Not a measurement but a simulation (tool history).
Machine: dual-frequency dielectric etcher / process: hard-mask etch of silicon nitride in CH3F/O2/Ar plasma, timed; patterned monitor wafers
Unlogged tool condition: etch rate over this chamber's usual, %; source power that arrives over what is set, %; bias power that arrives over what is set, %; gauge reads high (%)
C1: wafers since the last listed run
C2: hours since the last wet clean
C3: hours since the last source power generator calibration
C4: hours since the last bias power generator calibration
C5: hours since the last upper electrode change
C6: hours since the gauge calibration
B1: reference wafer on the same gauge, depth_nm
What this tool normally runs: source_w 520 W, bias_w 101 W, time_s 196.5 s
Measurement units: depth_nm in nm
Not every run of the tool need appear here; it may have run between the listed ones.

{"run": 1, "hour": 0.0, "source_w": 520, "bias_w": 101, "time_s": 196.5, "C1": 0, "C2": 374.7, "C3": 4541.2, "C4": 3267.2, "C5": 2286.4, "C6": 207.7, "B1": 164, "depth_nm": 162.6}
{"run": 2, "hour": 9.9, "source_w": 520, "bias_w": 101, "time_s": 196.5, "C1": 48, "C2": 384.6, "C3": 4551.1, "C4": 3277.1, "C5": 2296.3, "C6": 217.6, "B1": 164, "depth_nm": 162.9}
{"run": 3, "hour": 21.0, "source_w": 520, "bias_w": 101, "time_s": 196.5, "C1": 54, "C2": 395.7, "C3": 4562.2, "C4": 3288.2, "C5": 2307.4, "C6": 228.7, "B1": 164, "depth_nm": 162.8}
{"run": 4, "hour": 38.6, "source_w": 520, "bias_w": 112, "time_s": 227, "C1": 86, "C2": 413.3, "C3": 4579.8, "C4": 3305.8, "C5": 2325, "C6": 246.3, "B1": 164, "depth_nm": 195.1}
{"run": 5, "hour": 54.3, "source_w": 520, "bias_w": 112, "time_s": 227, "C1": 77, "C2": 429, "C3": 4595.5, "C4": 3321.5, "C5": 2340.7, "C6": 262, "B1": 164.1, "depth_nm": 195.4}
{"run": 6, "hour": 66.3, "source_w": 480, "bias_w": 101, "time_s": 196.5, "C1": 59, "C2": 441, "C3": 4607.5, "C4": 3333.5, "C5": 2352.7, "C6": 274, "B1": 164, "depth_nm": 158.5}
{"run": 7, "hour": 83.7, "source_w": 480, "bias_w": 101, "time_s": 196.5, "C1": 85, "C2": 458.4, "C3": 4624.9, "C4": 3350.9, "C5": 2370.1, "C6": 291.4, "B1": 164, "depth_nm": 158.9}
{"run": 8, "hour": 96.4, "source_w": 480, "bias_w": 101, "time_s": 196.5, "C1": 62, "C2": 471.1, "C3": 4637.6, "C4": 3363.6, "C5": 2382.8, "C6": 304.1, "B1": 163.9, "depth_nm": 158.7}
{"hour": 126.3, "done": "upper electrode replaced"}
{"run": 9, "hour": 126.8, "source_w": 520, "bias_w": 101, "time_s": 196.5, "C1": 31, "C2": 501.5, "C3": 4668, "C4": 3394, "C5": 0.5, "C6": 334.5, "B1": 164, "depth_nm": 163.5}
{"run": 10, "hour": 127.2, "source_w": 520, "bias_w": 101, "time_s": 196.5, "C1": 1, "C2": 501.9, "C3": 4668.4, "C4": 3394.4, "C5": 0.9, "C6": 334.9, "B1": 164, "depth_nm": 164.4}
{"run": 11, "hour": 130.8, "source_w": 580, "bias_w": 101, "time_s": 196.5, "C1": 17, "C2": 505.5, "C3": 4672, "C4": 3398, "C5": 4.5, "C6": 338.5, "B1": 164, "depth_nm": 169.3}
{"run": 12, "hour": 142.7, "source_w": 520, "bias_w": 101, "time_s": 196.5, "C1": 58, "C2": 517.4, "C3": 4683.9, "C4": 3409.9, "C5": 16.4, "C6": 350.4, "B1": 164, "depth_nm": 163.8}
{"run": 13, "hour": 151.6, "source_w": 490, "bias_w": 101, "time_s": 196.5, "C1": 43, "C2": 526.3, "C3": 4692.8, "C4": 3418.8, "C5": 25.3, "C6": 359.3, "B1": 164, "depth_nm": 160.8}
{"run": 14, "hour": 162.0, "source_w": 490, "bias_w": 101, "time_s": 196.5, "C1": 51, "C2": 536.7, "C3": 4703.2, "C4": 3429.2, "C5": 35.7, "C6": 369.7, "B1": 163.9, "depth_nm": 161}
{"run": 15, "hour": 172.9, "source_w": 520, "bias_w": 101, "time_s": 196.5, "C1": 53, "C2": 547.6, "C3": 4714.1, "C4": 3440.1, "C5": 46.6, "C6": 380.6, "B1": 164, "depth_nm": 163.7}
{"run": 16, "hour": 189.5, "source_w": 410, "bias_w": 89, "time_s": 146, "C1": 81, "C2": 564.2, "C3": 4730.7, "C4": 3456.7, "C5": 63.2, "C6": 397.2, "B1": 163.9, "depth_nm": 108.5}
{"run": 17, "hour": 201.2, "source_w": 520, "bias_w": 82, "time_s": 161, "C1": 57, "C2": 575.9, "C3": 4742.4, "C4": 3468.4, "C5": 74.9, "C6": 408.9, "B1": 163.9, "depth_nm": 126.8}
{"hour": 216.9, "done": "source power generator calibrated"}
{"run": 18, "hour": 217.4, "source_w": 420, "bias_w": 87, "time_s": 161.5, "C1": 59, "C2": 592.1, "C3": 0.5, "C4": 3484.6, "C5": 91.1, "C6": 425.1, "B1": 164, "depth_nm": 120.3}
{"run": 19, "hour": 225.4, "source_w": 480, "bias_w": 101, "time_s": 221.5, "C1": 39, "C2": 600.1, "C3": 8.5, "C4": 3492.6, "C5": 99.1, "C6": 433.1, "B1": 164, "depth_nm": 180.6}
{"run": 20, "hour": 231.7, "source_w": 640, "bias_w": 94, "time_s": 238, "C1": 30, "C2": 606.4, "C3": 14.8, "C4": 3498.9, "C5": 105.4, "C6": 439.4, "B1": 164.1, "depth_nm": 209.4}
{"hour": 280.3, "done": "bias power generator calibrated"}
{"hour": 292.8, "done": "wet clean of the chamber"}
{"run": 21, "hour": 293.3, "source_w": 640, "bias_w": 101, "time_s": 196.5, "C1": 221, "C2": 0.5, "C3": 76.4, "C4": 13, "C5": 167, "C6": 501, "B1": 164, "depth_nm": 172.6}
{"run": 22, "hour": 293.7, "source_w": 520, "bias_w": 111, "time_s": 196.5, "C1": 1, "C2": 0.9, "C3": 76.8, "C4": 13.4, "C5": 167.4, "C6": 501.4, "B1": 164, "depth_nm": 164.3}
{"run": 23, "hour": 294.1, "source_w": 560, "bias_w": 85, "time_s": 151.5, "C1": 1, "C2": 1.3, "C3": 77.2, "C4": 13.8, "C5": 167.8, "C6": 501.8, "B1": 164.1, "depth_nm": 119.9}
{"hour": 298.9, "done": "gauge calibrated"}
{"run": 24, "hour": 301.6, "source_w": 430, "bias_w": 94, "time_s": 196.5, "C1": 36, "C2": 8.8, "C3": 84.7, "C4": 21.3, "C5": 175.3, "C6": 2.7, "B1": 164, "depth_nm": 146.7}
{"run": 25, "hour": 330.1, "source_w": 490, "bias_w": 101, "time_s": 196.5, "C1": 140, "C2": 37.3, "C3": 113.2, "C4": 49.8, "C5": 203.8, "C6": 31.2, "B1": 164.1, "depth_nm": 157.2}

Run 26 has not been measured yet. What should we expect?
{"run": 26, "hour": 346.5, "source_w": 520, "bias_w": 101, "time_s": 196.5, "C1": 80, "C2": 53.7, "C3": 129.6, "C4": 66.2, "C5": 220.2, "C6": 47.6, "B1": "?", "depth_nm": "?"}

B1: 164
depth_nm: 160.7 nm
Take away the tool's hidden state, keep the run-to-run variation as it was, and the same run would have given depth_nm 160.3 nm.

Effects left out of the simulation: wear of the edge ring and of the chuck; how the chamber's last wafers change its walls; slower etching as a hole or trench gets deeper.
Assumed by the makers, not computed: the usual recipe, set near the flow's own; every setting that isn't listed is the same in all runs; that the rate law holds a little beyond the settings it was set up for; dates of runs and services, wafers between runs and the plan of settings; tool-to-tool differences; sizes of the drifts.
